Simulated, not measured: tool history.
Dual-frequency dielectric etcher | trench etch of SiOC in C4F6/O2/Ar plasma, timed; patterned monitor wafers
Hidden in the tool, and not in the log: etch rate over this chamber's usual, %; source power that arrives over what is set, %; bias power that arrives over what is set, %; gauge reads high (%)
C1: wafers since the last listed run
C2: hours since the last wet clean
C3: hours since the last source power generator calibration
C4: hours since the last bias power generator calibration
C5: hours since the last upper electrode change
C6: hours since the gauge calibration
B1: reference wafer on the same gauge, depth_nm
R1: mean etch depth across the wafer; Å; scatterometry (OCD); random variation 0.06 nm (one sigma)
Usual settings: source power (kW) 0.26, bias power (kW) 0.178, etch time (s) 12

Run 1, hour 0: usual settings; C1 0; C2 97; C3 4633; C4 2285.5; C5 3931.1; C6 13.7; B1 15.51. Result: R1 189.6 Å.
Run 2, hour 50.6: usual settings; C1 773; C2 147.6; C3 4683.6; C4 2336.1; C5 3981.7; C6 64.3; B1 15.49. Result: R1 189.6 Å.
Run 3, hour 98.7: usual settings; C1 735; C2 195.7; C3 4731.7; C4 2384.2; C5 4029.8; C6 112.4; B1 15.53. Result: R1 189.4 Å.
Run 4, hour 149.4: usual settings; C1 774; C2 246.4; C3 4782.4; C4 2434.9; C5 4080.5; C6 163.1; B1 15.5. Result: R1 189.5 Å.
Run 5, hour 220.6: usual settings; C1 1088; C2 317.6; C3 4853.6; C4 2506.1; C5 4151.7; C6 234.3; B1 15.5. Result: R1 189.4 Å.
Run 6, hour 247.4: usual settings but bias power (kW) 0.157; C1 409; C2 344.4; C3 4880.4; C4 2532.9; C5 4178.5; C6 261.1; B1 15.5. Result: R1 181.6 Å.
Run 7, hour 325.7: usual settings but bias power (kW) 0.157; C1 1196; C2 422.7; C3 4958.7; C4 2611.2; C5 4256.8; C6 339.4; B1 15.49. Result: R1 182.4 Å.
Run 8, hour 386.9: usual settings; C1 935; C2 483.9; C3 5019.9; C4 2672.4; C5 4318; C6 400.6; B1 15.48. Result: R1 190.1 Å.
At hour 440.4: wet clean of the chamber.
Run 9, hour 440.9: usual settings; C1 458; C2 0.5; C3 5073.9; C4 2726.4; C5 4372; C6 454.6; B1 15.51. Result: R1 190.1 Å.
Run 10, hour 499.9: usual settings but bias power (kW) 0.199, etch time (s) 9.5; C1 901; C2 59.5; C3 5132.9; C4 2785.4; C5 4431; C6 513.6; B1 15.53. Result: R1 155.8 Å.
At hour 560: bias power generator calibrated.
At hour 563.5: source power generator calibrated.
Run 11, hour 564: usual settings; C1 865; C2 123.6; C3 0.5; C4 4; C5 4495.1; C6 577.7; B1 15.49. Result: R1 189.5 Å.
At hour 597.3: gauge calibrated.
Run 12, hour 632.9: usual settings but source power (kW) 0.29; C1 1053; C2 192.5; C3 69.4; C4 72.9; C5 4564; C6 35.6; B1 15.49. Result: R1 195.1 Å.
At hour 674.9: upper electrode replaced.
Run 13, hour 686.2: usual settings but source power (kW) 0.24, bias power (kW) 0.213, etch time (s) 14.5; C1 447; C2 245.8; C3 122.7; C4 126.2; C5 11.3; C6 88.9; B1 15.48. Result: R1 238.6 Å.
Run 14, hour 727.2: usual settings but source power (kW) 0.23, bias power (kW) 0.198; C1 626; C2 286.8; C3 163.7; C4 167.2; C5 52.3; C6 129.9; B1 15.5. Result: R1 191.8 Å.
Run 15, hour 782.1: usual settings but source power (kW) 0.22, etch time (s) 14.5; C1 839; C2 341.7; C3 218.6; C4 222.1; C5 107.2; C6 184.8; B1 15.51. Result: R1 220.3 Å.
Run 16, hour 831: usual settings but source power (kW) 0.28, etch time (s) 13.5; C1 747; C2 390.6; C3 267.5; C4 271; C5 156.1; C6 233.7; B1 15.52. Result: R1 218.6 Å.
Run 17, hour 872.1: usual settings but etch time (s) 10.5; C1 628; C2 431.7; C3 308.6; C4 312.1; C5 197.2; C6 274.8; B1 15.49. Result: R1 166.1 Å.
At hour 919.6: wet clean of the chamber.
Run 18, hour 939.5: usual settings; C1 663; C2 19.9; C3 376; C4 379.5; C5 264.6; C6 342.2; B1 15.5. Result: R1 191.2 Å.

Forecast each of these 3 alternatives for the next run:
Run A, hour 939.9: usual settings but bias power (kW) 0.216; C1 6; C2 20.3; C3 376.4; C4 379.9; C5 265; C6 342.6; B1 ?. Result: R1 ?.
Run B, hour 939.9: usual settings but source power (kW) 0.23, bias power (kW) 0.137, etch time (s) 14; C1 6; C2 20.3; C3 376.4; C4 379.9; C5 265; C6 342.6; B1 ?. Result: R1 ?.
Run C, hour 939.9: usual settings but source power (kW) 0.3, bias power (kW) 0.154, etch time (s) 11; C1 6; C2 20.3; C3 376.4; C4 379.9; C5 265; C6 342.6; B1 ?. Result: R1 ?.

run     B1     R1
  A  15.48  203.8
  B  15.48  199.4
  C  15.48  174.2
Without the tool's hidden state the same runs would have given:
run     R1
  A  203.8
  B  199.4
  C  174.2
